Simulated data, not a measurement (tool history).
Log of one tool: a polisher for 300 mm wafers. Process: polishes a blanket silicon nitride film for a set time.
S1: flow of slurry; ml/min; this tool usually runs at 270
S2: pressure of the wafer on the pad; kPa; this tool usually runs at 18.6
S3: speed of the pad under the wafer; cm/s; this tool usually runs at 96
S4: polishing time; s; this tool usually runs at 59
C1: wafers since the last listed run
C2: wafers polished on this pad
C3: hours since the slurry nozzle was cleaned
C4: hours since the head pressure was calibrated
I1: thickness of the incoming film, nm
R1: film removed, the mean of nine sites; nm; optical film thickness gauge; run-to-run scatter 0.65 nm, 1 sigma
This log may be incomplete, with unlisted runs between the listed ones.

run	hour	S1	S2	S3	S4	C1	C2	C3	C4	I1	R1
1	0	270	18.6	96	52	0	45	693.2	1056.4	663.2	56.1
2	18.5	270	18.6	96	52	124	169	711.7	1074.9	664.7	54.5
# hour 42.8: slurry nozzle cleaned
3	47.3	270	18.6	96	52	186	355	4.5	1103.7	651.5	59.2
4	83.2	270	18.6	96	59	240	596	40.4	1139.6	667.5	66
5	114.9	270	18.6	96	59	212	809	72.1	1171.3	657.3	67.3
# hour 151.8: worn pad replaced by a new one
6	169.7	270	18.6	96	75	340	120	126.9	1226.1	652.2	85.3
7	182.6	270	18.6	96	75	86	206	139.8	1239	658.8	85.3
8	203.7	270	18.6	96	59	141	348	160.9	1260.1	656.1	67.3
9	219.1	270	18.6	96	59	103	451	176.3	1275.5	666.7	65.9
10	270.1	270	13.8	96	59	342	794	227.3	1326.5	666.6	51.3
11	296.3	270	13.8	96	59	175	969	253.5	1352.7	664.3	51.5
# hour 304.2: worn pad replaced by a new one
12	328.6	340	18.6	96	59	189	163	285.8	1385	664.9	66.3
13	386.4	340	18.6	96	59	387	551	343.6	1442.8	653.1	68.7
14	404.1	230	18.6	96	45	118	670	361.3	1460.5	655.7	49.6
# hour 424.3: head pressure recalibrated
15	427.7	230	18.6	96	45	144	815	384.9	3.4	656.9	50.1
16	452.6	270	18.6	96	59	167	982	409.8	28.3	671.6	64.9
# hour 466.4: worn pad replaced by a new one
17	488.3	270	24.1	122	59	212	147	445.5	64	658.3	95.6
18	512	230	18.6	96	45	159	306	469.2	87.7	652.4	48.6
19	536.1	225	18.6	96	48	161	467	493.3	111.8	661.4	51.3
20	558.1	270	18.6	96	59	147	615	515.3	133.8	659.6	63.9
21	586.9	185	22.1	80	72	193	808	544.1	162.6	671.4	79.1
22	604	300	15.9	76	48	114	923	561.2	179.7	667.9	40.5
23	617.6	270	18.6	96	59	91	1014	574.8	193.3	658	63.6
24	633.5	345	18.6	96	59	106	1121	590.7	209.2	650.5	66.4
# hour 654.9: worn pad replaced by a new one
25	664.3	270	18.6	96	59	179	63	621.5	240	650.1	63.3
26	687.2	300	13.1	122	68	153	216	644.4	262.9	657.2	64
# hour 688.6: slurry nozzle cleaned
27	726.7	205	21.4	80	79	258	475	38.1	302.4	656.8	87.2
28	745.6	270	18.6	70	70	126	601	57	321.3	648.1	65.2
29	772.8	360	18.6	112	43	182	784	84.2	348.5	667.9	53.5
# hour 850.9: worn pad replaced by a new one
30	872.1	270	20	110	59	639	142	183.5	447.8	659.2	78

3 options for the next run, each taken on its own from the tool as it stands now. Forecast them:
A	872.5	270	18.6	96	59	2	144	183.9	448.2	653.8	?
B	872.5	240	18.6	96	59	2	144	183.9	448.2	653.8	?
C	872.5	245	13.1	106	44	2	144	183.9	448.2	653.8	?

run	R1
A	66.6
B	66
C	38.5
Take away the tool's hidden state, keep each run's random variation, and the runs would have read:
run	R1
A	66.9
B	66.3
C	38.7
